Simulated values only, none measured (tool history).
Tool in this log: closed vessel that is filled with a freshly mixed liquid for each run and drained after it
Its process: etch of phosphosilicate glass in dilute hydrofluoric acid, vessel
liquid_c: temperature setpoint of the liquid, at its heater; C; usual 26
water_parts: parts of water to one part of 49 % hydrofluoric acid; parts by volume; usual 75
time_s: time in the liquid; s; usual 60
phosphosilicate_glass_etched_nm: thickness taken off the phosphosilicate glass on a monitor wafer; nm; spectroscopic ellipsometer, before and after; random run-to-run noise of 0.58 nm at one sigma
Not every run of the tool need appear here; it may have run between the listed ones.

run,hour,liquid_c,water_parts,time_s,"read-back film thickness of the phosphosilicate glass reference wafer, read on the same gauge (nm)",phosphosilicate_glass_etched_nm
1,0,26,75,35,90,62.93
2,12.9,26,75,35,89.99,62.58
3,19.8,26,90,60,90,87.95
4,34.1,26,90,60,89.99,87.33
5,46.1,26,90,60,89.99,86.7
6,57.8,26,75,60,90.02,107.36
7,68.8,26,75,45,90.03,79.4
8,116.9,26,75,45,90.01,80.25
9,124.7,26,75,60,90,106.8
10,141.6,26,65,60,90,124.58
11,157.2,26,65,60,89.99,124.04
12,168.7,22,65,75,89.97,132.54
13,175.1,26,75,60,89.98,106.19
14,192.5,26,100,30,89.99,38.42
15,198.9,26,105,95,90,113.65
16,210.1,26,75,40,90,70.09
# hour 210.8: gauge calibrated
# hour 216.9: hydrofluoric acid flow meter replaced
17,225.3,26,75,60,89.99,119.18
18,242.4,26,55,45,90.02,124.69
# hour 249.3: thermometer replaced
19,275,22.5,60,60,89.99,129.57
20,284.6,26,75,60,90.01,117.48
21,300,26,60,60,90.01,152.18
22,313.7,26,75,60,89.98,117.86
23,321.7,29.5,35,60,90.02,309.1

For each run, the measured value with the value that run would have given without the tool's hidden condition subtracted. The run-to-run variation is shared by both, the gauge scatter possibly not:
Hidden conditions of the tool in this case: liquid colder than its thermometer reads (K); hydrofluoric acid flow below the setpoint (%); gauge reads high (%).
run,phosphosilicate_glass_etched_nm
1,-6.91
2,-6.94
3,-9.99
4,-10.04
5,-10.07
6,-12.38
7,-9.24
8,-9.72
9,-13.01
10,-15.2
11,-15.32
12,-16.4
13,-13.48
14,-5.08
15,-15.18
16,-9.14
17,-0.28
18,-0.44
19,-0.79
20,-0.83
21,-1.24
22,-1.1
23,-2.98
